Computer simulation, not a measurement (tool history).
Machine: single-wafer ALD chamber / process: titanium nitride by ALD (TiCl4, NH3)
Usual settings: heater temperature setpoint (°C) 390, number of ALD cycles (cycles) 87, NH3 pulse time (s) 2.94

run   hour  heater temperature setpoint (°C)  number of ALD cycles (cycles)  NH3 pulse time (s)  read-back reference wafer on the same gauge, thickness_nm  mean film thickness on the monitor wafer (angstrom)
  1      0                               390                             87                3.39                                                       1.89                                                20.44
  2   32.9                               390                             75                3.73                                                      1.891                                                17.63
  3   51.8                               390                             75                3.73                                                      1.894                                                 17.6
  4   65.8                               390                             87                2.94                                                      1.894                                                20.37
  5   88.3                               390                             87                2.94                                                      1.894                                                20.39
  6  113.5                               390                             73                2.94                                                      1.898                                                17.09
  7  132.4                               390                             87                2.94                                                      1.898                                                20.38
  8  146.8                               390                             87                2.94                                                      1.897                                                20.33
  9  187.4                               390                             87                2.94                                                      1.901                                                20.37
 10  219.6                               390                             87                2.94                                                      1.899                                                20.35
 11  327.1                               390                             87                2.94                                                      1.902                                                20.47
 12  348.2                               390                             87                2.94                                                      1.904                                                20.43
     411.3  -- thermocouple changed; heater temperature recalibrated
 13  441.5                               390                             87                2.94                                                      1.907                                                20.48
 14  472.3                               401                             77                1.91                                                      1.906                                                18.01
     488.5  -- gauge calibrated
 15  502.8                               390                             76                2.54                                                       1.87                                                17.41
 16  523.8                               379                             87                2.94                                                      1.873                                                20.04
     537.6  -- showerhead replaced
 17  553.3                               390                             87                2.94                                                      1.877                                                20.17
 18  586.6                               390                             87                3.38                                                      1.881                                                20.22
 19  615.6                               390                             95                3.88                                                      1.883                                                22.27
 20  633.5                               390                             87                2.94                                                      1.886                                                20.24
 21  648.9                               390                             73                3.69                                                      1.886                                                17.14
 22  673.1                               385                             82                2.94                                                      1.888                                                19.09
 23  687.8                               396                             87                2.94                                                      1.891                                                 20.4
 24  706.1                               397                             94                 3.6                                                       1.89                                                22.17
 25  726.7                               384                             87                1.96                                                      1.891                                                19.97
 26  741.3                               403                             87                3.79                                                      1.891                                                20.64

Each row is a separate what-if for the run after 26, all from the same tool condition, not one after another. Results?
  A  741.9                               390                             94                2.94                                                          ?                                                    ?
  B  741.9                               400                             96                3.78                                                          ?                                                    ?
  C  741.9                               384                            100                3.94                                                          ?                                                    ?
  D  741.9                               384                             97                2.94                                                          ?                                                    ?

run  read-back reference wafer on the same gauge, thickness_nm  mean film thickness on the monitor wafer (angstrom)
  A                                                       1.89                                                22.02
  B                                                       1.89                                                22.78
  C                                                       1.89                                                 23.6
  D                                                       1.89                                                22.65
What these runs would have given with no unlogged condition in the tool:
run  mean film thickness on the monitor wafer (angstrom)
  A                                                21.76
  B                                                22.51
  C                                                23.32
  D                                                22.38
